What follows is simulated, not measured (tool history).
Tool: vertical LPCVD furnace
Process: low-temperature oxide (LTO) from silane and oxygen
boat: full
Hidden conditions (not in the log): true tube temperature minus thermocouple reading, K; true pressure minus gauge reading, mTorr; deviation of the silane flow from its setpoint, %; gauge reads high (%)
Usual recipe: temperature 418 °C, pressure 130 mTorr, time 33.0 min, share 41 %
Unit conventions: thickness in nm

run	hour	temperature	pressure	time	share	wafers since the last listed run	hours since the last temperature calibration	hours since the pressure gauge was zeroed	hours since the silane flow controller was replaced	hours since the gauge calibration	read-back reference wafer on the same gauge, thickness	thickness
1	0.0	418	130	33.0	41	0	4425.5	5221.1	2224.7	502.4	245.03	216.47
2	7.8	418	130	33.0	41	143	4433.3	5228.9	2232.5	510.2	244.94	216.42
3	19.0	418	130	33.0	41	206	4444.5	5240.1	2243.7	521.4	245.04	216.71
4	34.4	418	130	33.0	41	283	4459.9	5255.5	2259.1	536.8	244.95	217.35
5	46.0	418	130	33.0	41	213	4471.5	5267.1	2270.7	548.4	244.99	216.46
6	56.3	422	130	23.0	41	189	4481.8	5277.4	2281.0	558.7	245.08	156.38
7	64.8	418	130	33.0	37	156	4490.3	5285.9	2289.5	567.2	245.09	193.25
8	72.4	418	150	39.0	41	139	4497.9	5293.5	2297.1	574.8	245.04	295.15
9	89.6	422	150	41.5	41	316	4515.1	5310.7	2314.3	592.0	245.05	327.60
10	103.3	426	120	39.0	34	252	4528.8	5324.4	2328.0	605.7	244.83	207.14
11	118.7	413	115	33.0	41	283	4544.2	5339.8	2343.4	621.1	244.83	181.89
12	138.0	418	130	29.5	38	355	4563.5	5359.1	2362.7	640.4	244.95	177.65
13	148.3	418	130	33.0	41	189	4573.8	5369.4	2373.0	650.7	245.00	216.34
# hour 152.9: gauge calibrated
14	161.7	418	105	33.0	41	246	4587.2	5382.8	2386.4	8.8	245.07	174.61
# hour 222.8: thermocouples replaced and temperature profile calibrated
15	223.3	418	130	33.0	41	692	0.5	5444.4	2448.0	70.4	245.14	217.35
# hour 257.1: silane flow controller replaced
16	271.4	406	160	33.0	36	443	48.6	5492.5	14.3	118.5	244.85	195.78
17	278.7	418	155	33.0	41	134	55.9	5499.8	21.6	125.8	244.96	252.50
# hour 305.0: pressure gauge zeroed
18	305.5	418	130	33.0	41	51	82.7	0.5	48.4	152.6	245.00	211.61
19	310.4	411	130	44.5	41	90	87.6	5.4	53.3	157.5	244.97	265.94
20	315.2	418	130	33.0	41	88	92.4	10.2	58.1	162.3	244.98	211.56
21	320.1	423	110	22.5	41	90	97.3	15.1	63.0	167.2	245.04	128.36
22	330.7	418	130	33.0	41	195	107.9	25.7	73.6	177.8	244.99	211.11
23	349.7	422	130	39.5	41	349	126.9	44.7	92.6	196.8	245.13	264.48
24	370.2	418	145	33.0	41	377	147.4	65.2	113.1	217.3	245.07	236.89
25	385.8	418	130	33.0	38	287	163.0	80.8	128.7	232.9	244.79	194.67
26	401.6	418	130	33.0	36	290	178.8	96.6	144.5	248.7	244.99	183.22
27	416.7	418	110	33.0	45	277	193.9	111.7	159.6	263.8	245.00	197.41
28	428.5	418	130	33.0	41	217	205.7	123.5	171.4	275.6	245.11	212.91
29	448.3	418	130	33.0	41	364	225.5	143.3	191.2	295.4	245.04	213.03
30	463.7	418	130	33.0	41	283	240.9	158.7	206.6	310.8	245.05	212.98

Branching from run 30: 5 alternative next runs. What would each branch give?
A	468.6	418	160	33.0	41	90	245.8	163.6	211.5	315.7	?	?
B	468.6	418	115	33.0	41	90	245.8	163.6	211.5	315.7	?	?
C	468.6	418	100	33.0	41	90	245.8	163.6	211.5	315.7	?	?
D	468.6	422	100	33.0	35	90	245.8	163.6	211.5	315.7	?	?
E	468.6	418	100	37.5	41	90	245.8	163.6	211.5	315.7	?	?

run	read-back reference wafer on the same gauge, thickness	thickness
A	244.87	261.69
B	244.87	188.09
C	244.87	163.55
D	244.87	141.78
E	244.87	185.86
Without the tool's unlogged condition, the same runs would have read:
run	thickness
A	258.32
B	185.67
C	161.45
D	139.45
E	183.46
